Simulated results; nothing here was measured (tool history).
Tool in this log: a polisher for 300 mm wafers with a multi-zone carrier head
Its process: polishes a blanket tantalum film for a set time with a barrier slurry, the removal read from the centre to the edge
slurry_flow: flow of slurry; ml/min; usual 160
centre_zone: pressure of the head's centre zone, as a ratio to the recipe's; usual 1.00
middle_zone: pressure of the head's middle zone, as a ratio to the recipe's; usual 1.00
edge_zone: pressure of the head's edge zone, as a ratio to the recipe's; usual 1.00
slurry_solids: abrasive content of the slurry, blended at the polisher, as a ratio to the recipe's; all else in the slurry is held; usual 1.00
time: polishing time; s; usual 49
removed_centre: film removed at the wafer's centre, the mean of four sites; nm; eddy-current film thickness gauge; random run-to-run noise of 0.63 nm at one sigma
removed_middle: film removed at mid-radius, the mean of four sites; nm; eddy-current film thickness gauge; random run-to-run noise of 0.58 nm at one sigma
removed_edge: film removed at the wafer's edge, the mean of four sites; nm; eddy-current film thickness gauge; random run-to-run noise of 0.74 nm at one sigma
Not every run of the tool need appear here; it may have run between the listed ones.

run	hour	slurry_flow	centre_zone	middle_zone	edge_zone	slurry_solids	time	incoming thickness of the incoming film, nm	removed_centre	removed_middle	removed_edge
1	0.0	160	1.00	1.00	1.00	1.00	49	198.6	75.0	77.6	74.5
2	16.7	160	1.00	1.00	1.00	1.00	49	198.7	74.5	77.2	74.0
3	39.7	160	1.00	1.00	1.00	1.00	49	200.5	75.4	78.9	74.2
4	53.2	160	1.00	1.00	1.00	1.00	49	200.6	74.8	77.2	72.7
5	78.6	160	1.00	1.00	1.00	1.00	49	198.7	75.1	77.6	73.4
# hour 98.6: worn pad replaced by a new one
6	113.2	160	1.00	1.00	1.00	1.00	49	199.9	74.6	77.8	73.7
7	148.8	160	1.00	1.00	1.00	1.20	49	201.4	77.8	80.7	76.1
8	166.0	160	1.00	1.00	1.00	1.20	49	200.3	76.9	80.0	76.9
9	200.7	160	1.00	1.00	0.97	1.00	49	200.5	74.5	77.6	73.7
# hour 205.4: worn pad replaced by a new one
# hour 222.0: edge zone pressure recalibrated
10	222.5	160	1.04	1.00	1.00	1.00	49	197.6	76.6	77.4	72.8
11	233.8	160	1.00	1.00	1.00	1.00	49	200.6	74.4	78.0	73.1
12	256.3	120	1.00	1.00	1.00	1.00	49	201.6	70.6	72.8	69.7
# hour 261.6: slurry nozzle cleaned
13	279.7	160	0.92	0.93	1.07	1.00	56	197.0	78.0	83.7	85.2
14	294.2	160	0.90	1.00	1.00	1.15	39	202.6	54.5	63.4	60.7
# hour 307.5: centre zone pressure recalibrated
# hour 328.8: carrier head's membrane replaced by a new one
15	329.3	160	0.95	1.00	1.00	1.00	43	204.1	62.8	67.2	64.8
# hour 339.7: worn pad replaced by a new one
16	340.2	110	1.08	1.00	1.00	1.00	49	201.9	75.0	72.6	69.4
17	364.7	160	1.00	1.00	1.00	1.00	49	202.8	74.8	77.6	73.7
18	391.9	135	0.91	0.95	1.00	1.00	49	200.6	65.3	72.7	72.2
19	421.3	160	1.07	1.05	1.00	0.90	53	198.6	84.8	84.1	78.9
20	442.0	160	1.00	1.00	1.00	1.00	49	203.7	75.1	76.1	73.3
# hour 460.6: worn pad replaced by a new one
21	473.4	160	1.00	1.00	1.00	1.00	49	204.0	74.7	77.6	75.1
# hour 489.4: slurry nozzle cleaned
22	492.4	160	1.08	1.00	1.00	1.30	57	202.2	101.2	95.8	91.9

Alternative continuations, all from the tool just after run 22; predict every row:
A	492.8	160	1.00	1.00	1.00	1.10	49	197.9	?	?	?
B	492.8	160	1.00	0.89	1.00	0.75	49	197.9	?	?	?
C	492.8	110	1.10	1.00	1.00	0.70	41	197.9	?	?	?

run	removed_centre	removed_middle	removed_edge
A	76.9	78.1	74.8
B	69.4	65.2	67.7
C	58.1	54.1	52.9
The same runs, with their run-to-run variation unchanged, on a tool lacking any hidden condition would have given:
run	removed_centre	removed_middle	removed_edge
A	76.9	78.1	74.8
B	69.4	65.2	67.7
C	58.1	54.1	52.9

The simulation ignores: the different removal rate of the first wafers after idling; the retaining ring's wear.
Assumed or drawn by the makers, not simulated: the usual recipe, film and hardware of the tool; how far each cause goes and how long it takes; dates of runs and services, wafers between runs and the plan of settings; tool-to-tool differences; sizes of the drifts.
